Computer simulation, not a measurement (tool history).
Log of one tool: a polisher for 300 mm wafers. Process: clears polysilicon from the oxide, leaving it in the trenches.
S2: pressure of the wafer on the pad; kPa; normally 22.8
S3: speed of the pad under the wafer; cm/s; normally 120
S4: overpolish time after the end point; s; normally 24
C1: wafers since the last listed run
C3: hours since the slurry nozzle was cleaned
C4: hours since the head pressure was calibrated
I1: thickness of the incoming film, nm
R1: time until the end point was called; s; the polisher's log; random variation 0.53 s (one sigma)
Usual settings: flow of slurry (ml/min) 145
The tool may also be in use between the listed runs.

{"run": 1, "day": 0.0, "flow of slurry (ml/min)": 145, "S2": 17.9, "S3": 120, "S4": 24, "C1": 0, "wafers polished on this pad": 1017, "C3": 63.4, "C4": 331.2, "I1": 675.3, "R1": 49.6}
{"run": 2, "day": 1.267, "flow of slurry (ml/min)": 145, "S2": 17.9, "S3": 120, "S4": 24, "C1": 326, "wafers polished on this pad": 1344, "C3": 93.8, "C4": 361.6, "I1": 672.7, "R1": 50.3}
{"day": 2.188, "done": "head pressure recalibrated"}
{"run": 3, "day": 2.742, "flow of slurry (ml/min)": 145, "S2": 17.9, "S3": 120, "S4": 24, "C1": 358, "wafers polished on this pad": 1702, "C3": 129.2, "C4": 13.3, "I1": 668.4, "R1": 47.6}
{"run": 4, "day": 3.517, "flow of slurry (ml/min)": 145, "S2": 22.8, "S3": 120, "S4": 24, "C1": 199, "wafers polished on this pad": 1902, "C3": 147.8, "C4": 31.9, "I1": 667.7, "R1": 39}
{"run": 5, "day": 4.158, "flow of slurry (ml/min)": 145, "S2": 22.8, "S3": 120, "S4": 24, "C1": 165, "wafers polished on this pad": 2068, "C3": 163.2, "C4": 47.3, "I1": 673.6, "R1": 41.7}
{"day": 5.096, "done": "worn pad replaced by a new one"}
{"run": 6, "day": 5.117, "flow of slurry (ml/min)": 145, "S2": 22.8, "S3": 120, "S4": 24, "C1": 204, "wafers polished on this pad": 5, "C3": 186.2, "C4": 70.3, "I1": 671.8, "R1": 37.3}
{"run": 7, "day": 6.175, "flow of slurry (ml/min)": 145, "S2": 22.8, "S3": 120, "S4": 24, "C1": 272, "wafers polished on this pad": 278, "C3": 211.6, "C4": 95.7, "I1": 659.3, "R1": 38}
{"run": 8, "day": 7.2, "flow of slurry (ml/min)": 145, "S2": 22.8, "S3": 120, "S4": 24, "C1": 264, "wafers polished on this pad": 542, "C3": 236.2, "C4": 120.3, "I1": 675.6, "R1": 38.3}
{"run": 9, "day": 10.058, "flow of slurry (ml/min)": 145, "S2": 22.8, "S3": 120, "S4": 24, "C1": 737, "wafers polished on this pad": 1279, "C3": 304.8, "C4": 188.9, "I1": 681.2, "R1": 39.8}
{"run": 10, "day": 11.538, "flow of slurry (ml/min)": 145, "S2": 22.8, "S3": 120, "S4": 24, "C1": 381, "wafers polished on this pad": 1661, "C3": 340.3, "C4": 224.4, "I1": 672.5, "R1": 40.2}
{"run": 11, "day": 12.371, "flow of slurry (ml/min)": 145, "S2": 22.8, "S3": 120, "S4": 24, "C1": 214, "wafers polished on this pad": 1875, "C3": 360.3, "C4": 244.4, "I1": 670.7, "R1": 41}
{"run": 12, "day": 13.012, "flow of slurry (ml/min)": 145, "S2": 22.8, "S3": 120, "S4": 24, "C1": 165, "wafers polished on this pad": 2041, "C3": 375.7, "C4": 259.8, "I1": 670.4, "R1": 41.7}
{"run": 13, "day": 14.092, "flow of slurry (ml/min)": 145, "S2": 22.8, "S3": 120, "S4": 24, "C1": 278, "wafers polished on this pad": 2319, "C3": 401.6, "C4": 285.7, "I1": 681.8, "R1": 43.4}
{"day": 14.912, "done": "head pressure recalibrated"}
{"run": 14, "day": 15.238, "flow of slurry (ml/min)": 125, "S2": 31, "S3": 120, "S4": 15, "C1": 273, "wafers polished on this pad": 2593, "C3": 429.1, "C4": 7.8, "I1": 676, "R1": 34}
{"day": 16.067, "done": "worn pad replaced by a new one"}
{"run": 15, "day": 16.088, "flow of slurry (ml/min)": 145, "S2": 22.8, "S3": 120, "S4": 24, "C1": 176, "wafers polished on this pad": 5, "C3": 449.5, "C4": 28.2, "I1": 660.7, "R1": 35}
{"run": 16, "day": 16.825, "flow of slurry (ml/min)": 145, "S2": 17.9, "S3": 120, "S4": 24, "C1": 190, "wafers polished on this pad": 195, "C3": 467.2, "C4": 45.9, "I1": 673.4, "R1": 43.5}
{"run": 17, "day": 17.471, "flow of slurry (ml/min)": 165, "S2": 25.5, "S3": 154, "S4": 37, "C1": 166, "wafers polished on this pad": 361, "C3": 482.7, "C4": 61.4, "I1": 681.2, "R1": 25.4}
{"run": 18, "day": 17.983, "flow of slurry (ml/min)": 145, "S2": 22.8, "S3": 88, "S4": 24, "C1": 132, "wafers polished on this pad": 494, "C3": 495, "C4": 73.7, "I1": 665.3, "R1": 50.5}
{"run": 19, "day": 18.804, "flow of slurry (ml/min)": 145, "S2": 22.8, "S3": 120, "S4": 24, "C1": 211, "wafers polished on this pad": 705, "C3": 514.7, "C4": 93.4, "I1": 664.4, "R1": 36.3}
{"run": 20, "day": 19.95, "flow of slurry (ml/min)": 115, "S2": 16.5, "S3": 146, "S4": 24, "C1": 295, "wafers polished on this pad": 1001, "C3": 542.2, "C4": 120.9, "I1": 673, "R1": 40.4}
{"run": 21, "day": 20.662, "flow of slurry (ml/min)": 145, "S2": 20, "S3": 120, "S4": 24, "C1": 183, "wafers polished on this pad": 1184, "C3": 559.3, "C4": 138, "I1": 671.3, "R1": 41.5}
{"run": 22, "day": 21.354, "flow of slurry (ml/min)": 145, "S2": 22.8, "S3": 120, "S4": 24, "C1": 178, "wafers polished on this pad": 1363, "C3": 575.9, "C4": 154.6, "I1": 662, "R1": 37.1}
{"run": 23, "day": 22.762, "flow of slurry (ml/min)": 145, "S2": 22.8, "S3": 120, "S4": 24, "C1": 363, "wafers polished on this pad": 1726, "C3": 609.7, "C4": 188.4, "I1": 673.5, "R1": 39.3}
{"run": 24, "day": 24.171, "flow of slurry (ml/min)": 130, "S2": 22.8, "S3": 120, "S4": 24, "C1": 363, "wafers polished on this pad": 2089, "C3": 643.5, "C4": 222.2, "I1": 663.9, "R1": 41.8}
{"day": 24.275, "done": "slurry nozzle cleaned"}
{"run": 25, "day": 25.612, "flow of slurry (ml/min)": 145, "S2": 22.8, "S3": 120, "S4": 24, "C1": 360, "wafers polished on this pad": 2450, "C3": 32.1, "C4": 256.8, "I1": 667.7, "R1": 42.9}
{"day": 25.925, "done": "worn pad replaced by a new one"}
{"run": 26, "day": 26.204, "flow of slurry (ml/min)": 115, "S2": 27.6, "S3": 92, "S4": 34, "C1": 109, "wafers polished on this pad": 72, "C3": 46.3, "C4": 271, "I1": 671.9, "R1": 45.1}
{"day": 26.908, "done": "head pressure recalibrated"}
{"run": 27, "day": 27.208, "flow of slurry (ml/min)": 145, "S2": 22.8, "S3": 146, "S4": 24, "C1": 237, "wafers polished on this pad": 309, "C3": 70.4, "C4": 7.2, "I1": 669.1, "R1": 29.2}
{"run": 28, "day": 31.646, "flow of slurry (ml/min)": 145, "S2": 22.8, "S3": 120, "S4": 24, "C1": 1144, "wafers polished on this pad": 1453, "C3": 176.9, "C4": 113.7, "I1": 673.2, "R1": 38.7}
{"run": 29, "day": 32.762, "flow of slurry (ml/min)": 110, "S2": 22.8, "S3": 108, "S4": 37, "C1": 287, "wafers polished on this pad": 1741, "C3": 203.7, "C4": 140.5, "I1": 676.4, "R1": 47.7}

Run 30, settings as shown, results not yet in. Your forecast:
{"run": 30, "day": 33.762, "flow of slurry (ml/min)": 100, "S2": 22.8, "S3": 120, "S4": 24, "C1": 257, "wafers polished on this pad": 1999, "C3": 227.7, "C4": 164.5, "I1": 668.2, "R1": "?"}

Run 30 came out at R1 44.5 s.
With the hidden condition absent and the run-to-run variation left alone, this run would have shown R1 39.3 s.
